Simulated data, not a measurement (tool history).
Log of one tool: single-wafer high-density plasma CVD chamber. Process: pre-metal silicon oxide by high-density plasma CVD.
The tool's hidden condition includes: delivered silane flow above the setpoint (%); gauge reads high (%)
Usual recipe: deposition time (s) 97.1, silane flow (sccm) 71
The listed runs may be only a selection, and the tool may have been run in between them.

run	day	deposition time (s)	silane flow (sccm)	wafers since the last listed run	hours since the silane flow controller was replaced	hours since the gauge calibration	read-back reference wafer on the same gauge, thickness_nm	mean film thickness on the monitor wafer (Å)
1	0.000	97.1	71	0	2609.4	17.2	762.085	7509.14
2	0.521	97.1	77	133	2621.9	29.7	763.244	8141.56
3	1.204	97.1	77	174	2638.3	46.1	763.767	8155.82
4	1.754	97.1	77	140	2651.5	59.3	764.176	8169.89
5	2.192	97.1	71	112	2662.0	69.8	765.010	7523.35
6	2.446	97.1	71	65	2668.1	75.9	764.599	7539.51
7	3.062	97.1	71	157	2682.9	90.7	765.038	7544.18
8	3.383	82.3	71	82	2690.6	98.4	765.202	6370.39
9	3.829	82.3	71	114	2701.3	109.1	765.039	6379.46
# day 4.275: silane flow controller replaced
10	4.317	97.1	71	39	1.0	120.8	765.613	7529.56
11	4.583	87.1	71	68	7.4	127.2	765.310	6761.36
# day 5.025: gauge calibrated
12	5.225	113.1	60	164	22.8	4.8	760.843	7371.93
13	5.779	88.2	85	141	36.1	18.1	761.772	8171.99
14	6.317	97.1	71	137	49.0	31.0	762.915	7503.10
15	6.779	110.7	62	118	60.1	42.1	763.517	7457.24
16	7.271	97.1	67	125	71.9	53.9	764.239	7097.42
17	7.658	110.1	85	99	81.2	63.2	764.016	10182.11
18	8.275	110.0	67	157	96.0	78.0	764.419	8062.48
19	8.908	85.6	71	162	111.2	93.2	764.530	6640.88

What if the next run were any one of these 3? Each begins from the tool's condition after run 19:
A	8.925	97.1	71	4	111.6	93.6	?	?
B	8.925	89.0	78	4	111.6	93.6	?	?
C	8.925	97.1	84	4	111.6	93.6	?	?

run	read-back reference wafer on the same gauge, thickness_nm	mean film thickness on the monitor wafer (Å)
A	764.579	7520.96
B	764.579	7573.22
C	764.579	8898.04
The same runs, with their run-to-run variation unchanged, on a tool lacking any hidden condition would have given:
run	mean film thickness on the monitor wafer (Å)
A	7485.22
B	7537.23
C	8855.76
